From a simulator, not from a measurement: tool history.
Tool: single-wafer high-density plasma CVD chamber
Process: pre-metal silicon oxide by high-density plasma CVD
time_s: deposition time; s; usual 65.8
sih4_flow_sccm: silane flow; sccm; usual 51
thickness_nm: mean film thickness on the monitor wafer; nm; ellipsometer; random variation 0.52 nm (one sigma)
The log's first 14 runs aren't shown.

run,day,time_s,sih4_flow_sccm,wafers since the last listed run,hours since the silane flow controller was replaced,hours since the gauge calibration,"read-back reference wafer on the same gauge, thickness_nm",thickness_nm
15,8.396,65.8,51,164,4131.3,521.4,297.971,359.786
16,8.896,65.8,51,155,4143.3,533.4,298.028,360.375
17,9.529,65.8,51,196,4158.5,548.6,298.147,360.338
# day 10.471: silane flow controller replaced
18,10.492,61.4,46,195,0.5,571.7,298.068,317.364
19,10.854,61.4,46,112,9.2,580.4,297.979,318.08
20,11.504,75.6,61,201,24.8,596,297.898,495.751
21,11.833,65.8,51,102,32.7,603.9,298.223,370.007
22,12.171,74.1,51,104,40.8,612,298.087,417.894
23,12.475,72.3,60,94,48.1,619.3,297.927,468.203
24,12.908,65.8,47,134,58.5,629.7,297.83,347.417
25,13.279,54.5,46,115,67.4,638.6,297.808,282.702
26,13.9,74.9,44,192,82.3,653.5,297.853,374.477
# day 13.946: gauge calibrated
27,14.179,65.8,43,86,89,5.6,298.213,323.032
# day 14.946: silane flow controller replaced, repeated, since the last time left the tool worse
28,14.967,65.8,51,141,0.5,24.5,298.173,349.285
29,15.512,77.8,51,169,13.6,37.6,298.105,411.627
30,16.017,72.8,55,156,25.7,49.7,298.253,411.133
31,16.408,69.7,51,121,35.1,59.1,298.02,369.729
32,16.812,73.5,58,125,44.8,68.8,297.859,434.748
33,17.288,65.8,51,147,56.2,80.2,297.908,349.583
34,17.7,71.7,60,128,66.1,90.1,298.068,436.108
35,19.475,65.8,51,551,108.7,132.7,297.98,349.121
36,20.096,56.4,47,192,123.6,147.6,298.055,279.915
37,21.204,59.9,51,344,150.2,174.2,297.978,318.438
38,21.783,57.6,42,179,164.1,188.1,298.041,261.372
39,22.25,65.8,51,144,175.3,199.3,298.102,350.407

3 ways to go on from here, each from the tool as it stands after run 39. What would each give?
A,22.267,62.4,51,5,175.7,199.7,?,?
B,22.267,58,58,5,175.7,199.7,?,?
C,22.267,76.6,51,5,175.7,199.7,?,?

run,"read-back reference wafer on the same gauge, thickness_nm",thickness_nm
A,297.984,331.375
B,297.984,343.328
C,297.984,406.784
Without the tool's hidden state the same runs would have given:
run,thickness_nm
A,330.553
B,342.477
C,405.774
